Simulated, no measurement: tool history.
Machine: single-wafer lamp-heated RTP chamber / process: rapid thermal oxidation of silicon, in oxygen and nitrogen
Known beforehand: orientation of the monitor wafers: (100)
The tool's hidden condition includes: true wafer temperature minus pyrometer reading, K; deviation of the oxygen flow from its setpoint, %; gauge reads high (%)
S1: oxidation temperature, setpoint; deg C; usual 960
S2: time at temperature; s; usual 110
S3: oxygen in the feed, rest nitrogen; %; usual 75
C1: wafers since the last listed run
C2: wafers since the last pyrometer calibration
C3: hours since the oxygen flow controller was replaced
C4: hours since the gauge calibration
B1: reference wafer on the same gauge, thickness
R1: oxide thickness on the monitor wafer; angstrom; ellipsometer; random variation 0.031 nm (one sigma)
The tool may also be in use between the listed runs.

run	hour	S1	S2	S3	C1	C2	C3	C4	B1	R1
1	0	960	143	75	0	853	6006.5	110.5	5.426	63.24
2	10.5	960	110	75	94	948	6017	121	5.408	56.57
3	20.1	960	110	75	86	1035	6026.6	130.6	5.414	56.27
4	37.7	960	110	75	159	1194	6044.2	148.2	5.408	57.46
5	51.8	960	110	92	127	1322	6058.3	162.3	5.417	60.82
6	65.6	972	110	97	124	1447	6072.1	176.1	5.421	68.33
7	75.9	960	110	75	93	1540	6082.4	186.4	5.42	57.3
8	89.3	960	110	75	121	1661	6095.8	199.8	5.418	57.23
9	101.4	960	110	75	109	1771	6107.9	211.9	5.419	57.93
10	117.3	960	110	75	143	1914	6123.8	227.8	5.429	57.12
11	130.9	960	97	75	123	2037	6137.4	241.4	5.417	54.05
# hour 146.7: pyrometer window cleaned and pyrometer calibrated
12	147.2	960	97	75	75	4	6153.7	257.7	5.409	51.38
13	151.5	960	110	75	38	43	6158	262	5.425	55.16
14	159	943	150	56	67	111	6165.5	269.5	5.417	50.37
15	170.4	940	94	75	103	214	6176.9	280.9	5.423	44.6
16	185.8	960	110	75	139	353	6192.3	296.3	5.421	55.77
# hour 192.4: gauge calibrated
# hour 196.4: oxygen flow controller replaced
17	202.2	960	110	75	75	429	5.8	9.8	5.426	55.97
18	216.1	986	127	98	125	555	19.7	23.7	5.421	79.63
19	224	932	110	60	71	627	27.6	31.6	5.424	43.26
20	241.5	986	70	98	158	785	45.1	49.1	5.418	61.89
21	253.6	943	110	86	109	894	57.2	61.2	5.424	52.37
22	268.8	960	110	75	137	1032	72.4	76.4	5.419	57.44
23	276.6	960	110	96	70	1102	80.2	84.2	5.412	62.19
24	290.4	933	110	98	124	1227	94	98	5.424	51.74
25	300.9	988	68	87	94	1322	104.5	108.5	5.419	60.22

What if the next run were any one of these 5? Each begins from the tool's condition after run 25:
A	301.3	960	110	52	3	1326	104.9	108.9	?	?
B	301.3	960	110	57	3	1326	104.9	108.9	?	?
C	301.3	937	110	66	3	1326	104.9	108.9	?	?
D	301.3	990	132	63	3	1326	104.9	108.9	?	?
E	301.3	960	85	47	3	1326	104.9	108.9	?	?

run	B1	R1
A	5.42	50.97
B	5.42	52.54
C	5.42	46.58
D	5.42	73.66
E	5.42	44.32
With the hidden condition removed and each run's random variation left untouched, the same runs would have given:
run	R1
A	47.67
B	49.09
C	43.57
D	68.74
E	41.61
